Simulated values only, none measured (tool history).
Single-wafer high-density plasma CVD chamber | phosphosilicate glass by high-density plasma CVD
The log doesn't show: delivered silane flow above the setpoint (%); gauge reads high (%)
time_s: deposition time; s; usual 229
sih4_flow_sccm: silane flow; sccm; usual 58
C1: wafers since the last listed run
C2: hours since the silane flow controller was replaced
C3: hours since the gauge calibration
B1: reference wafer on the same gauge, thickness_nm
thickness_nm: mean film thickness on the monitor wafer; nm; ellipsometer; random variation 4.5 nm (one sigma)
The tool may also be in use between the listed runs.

Run 1, day 0: usual settings but time_s 260 s; C1 0; C2 1672.3; C3 496.9; B1 1536.821. Result: thickness_nm 1445.376 nm.
At day 1.738: gauge calibrated.
Run 2, day 2.504: usual settings but time_s 260 s; C1 517; C2 1732.4; C3 18.4; B1 1540.35. Result: thickness_nm 1437.51 nm.
Run 3, day 4.292: usual settings but time_s 260 s; C1 369; C2 1775.3; C3 61.3; B1 1539.485. Result: thickness_nm 1437.705 nm.
Run 4, day 6.558: usual settings; C1 468; C2 1829.7; C3 115.7; B1 1541.907. Result: thickness_nm 1260.366 nm.
Run 5, day 7.771: usual settings; C1 250; C2 1858.8; C3 144.8; B1 1540.158. Result: thickness_nm 1265.897 nm.
Run 6, day 9.904: usual settings; C1 440; C2 1910; C3 196; B1 1539.771. Result: thickness_nm 1264.392 nm.
Run 7, day 11.358: usual settings; C1 300; C2 1944.9; C3 230.9; B1 1539.479. Result: thickness_nm 1260.307 nm.
Run 8, day 12.7: usual settings; C1 277; C2 1977.1; C3 263.1; B1 1540.511. Result: thickness_nm 1256.222 nm.
Run 9, day 14.146: usual settings but time_s 252 s; C1 298; C2 2011.8; C3 297.8; B1 1540.201. Result: thickness_nm 1382.878 nm.
Run 10, day 16.238: usual settings; C1 432; C2 2062; C3 348; B1 1541.33. Result: thickness_nm 1254.932 nm.
Run 11, day 18.858: usual settings but time_s 269 s, sih4_flow_sccm 65 sccm; C1 541; C2 2124.9; C3 410.9; B1 1538.964. Result: thickness_nm 1622.694 nm.

Forecast run 12:
Run 12, day 19.967: usual settings but time_s 185 s, sih4_flow_sccm 54 sccm; C1 228; C2 2151.5; C3 437.5; B1 ?. Result: thickness_nm ?.

Run 12 gave B1 1539.872, thickness_nm 942.858 nm.
Without the tool's hidden state the same run would have given thickness_nm 996.054 nm.

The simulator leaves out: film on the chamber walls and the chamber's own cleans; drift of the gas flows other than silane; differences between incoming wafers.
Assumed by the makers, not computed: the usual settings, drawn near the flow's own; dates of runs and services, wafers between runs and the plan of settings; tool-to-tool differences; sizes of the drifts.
